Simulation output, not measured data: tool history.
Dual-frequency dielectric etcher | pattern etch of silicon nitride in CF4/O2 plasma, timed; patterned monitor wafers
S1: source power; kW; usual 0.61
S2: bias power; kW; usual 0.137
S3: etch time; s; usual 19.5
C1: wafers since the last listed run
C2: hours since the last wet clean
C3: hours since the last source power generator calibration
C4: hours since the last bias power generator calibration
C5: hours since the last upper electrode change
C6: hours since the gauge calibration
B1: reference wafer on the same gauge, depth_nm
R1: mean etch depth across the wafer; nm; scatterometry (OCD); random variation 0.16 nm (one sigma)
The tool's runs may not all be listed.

run,hour,S1,S2,S3,C1,C2,C3,C4,C5,C6,B1,R1
1,0,0.61,0.137,19.5,0,558,1251,1197.7,1726,407.2,46.37,39.83
# hour 65.5: wet clean of the chamber
2,71.3,0.61,0.137,19.5,821,5.8,1322.3,1269,1797.3,478.5,46.48,39.61
3,135.1,0.61,0.137,19.5,1108,69.6,1386.1,1332.8,1861.1,542.3,46.46,39.9
4,177,0.61,0.137,19.5,727,111.5,1428,1374.7,1903,584.2,46.35,40
5,221.5,0.61,0.137,19.5,773,156,1472.5,1419.2,1947.5,628.7,46.42,39.9
6,261.1,0.61,0.137,19.5,687,195.6,1512.1,1458.8,1987.1,668.3,46.43,39.58
# hour 330.9: gauge calibrated
7,331,0.61,0.137,19.5,1214,265.5,1582,1528.7,2057,0.1,46.46,39.62
8,395.7,0.61,0.137,21.5,1123,330.2,1646.7,1593.4,2121.7,64.8,46.45,43.62
9,463.4,0.65,0.162,22.5,1176,397.9,1714.4,1661.1,2189.4,132.5,46.4,50.4
# hour 573.3: wet clean of the chamber
# hour 576.4: source power generator calibrated
# hour 650.4: upper electrode replaced
10,650.9,0.61,0.137,19.5,2370,77.6,74.5,1848.6,0.5,320,46.4,40.41
# hour 665.4: bias power generator calibrated
11,671.9,0.69,0.137,19.5,295,98.6,95.5,6.5,21.5,341,46.47,45.24
12,736.6,0.53,0.137,19.5,1123,163.3,160.2,71.2,86.2,405.7,46.49,35.76
13,788.6,0.47,0.137,21,903,215.3,212.2,123.2,138.2,457.7,46.38,34.72
14,846.7,0.61,0.167,21.5,1009,273.4,270.3,181.3,196.3,515.8,46.39,47.58

The tool's hidden state at each run:
etch rate over this chamber's usual, %: 0 in every run
bias power that arrives over what is set, %: 0 in every run
gauge reads high (%): 0 in every run
H1: source power that arrives over what is set, %
run,H1
1,-1.56
2,-1.78
3,-1.99
4,-2.13
5,-2.28
6,-2.42
7,-2.68
8,-2.93
9,-3.2
10,0.141
11,0.137
12,0.117
13,0.0942
14,0.0609

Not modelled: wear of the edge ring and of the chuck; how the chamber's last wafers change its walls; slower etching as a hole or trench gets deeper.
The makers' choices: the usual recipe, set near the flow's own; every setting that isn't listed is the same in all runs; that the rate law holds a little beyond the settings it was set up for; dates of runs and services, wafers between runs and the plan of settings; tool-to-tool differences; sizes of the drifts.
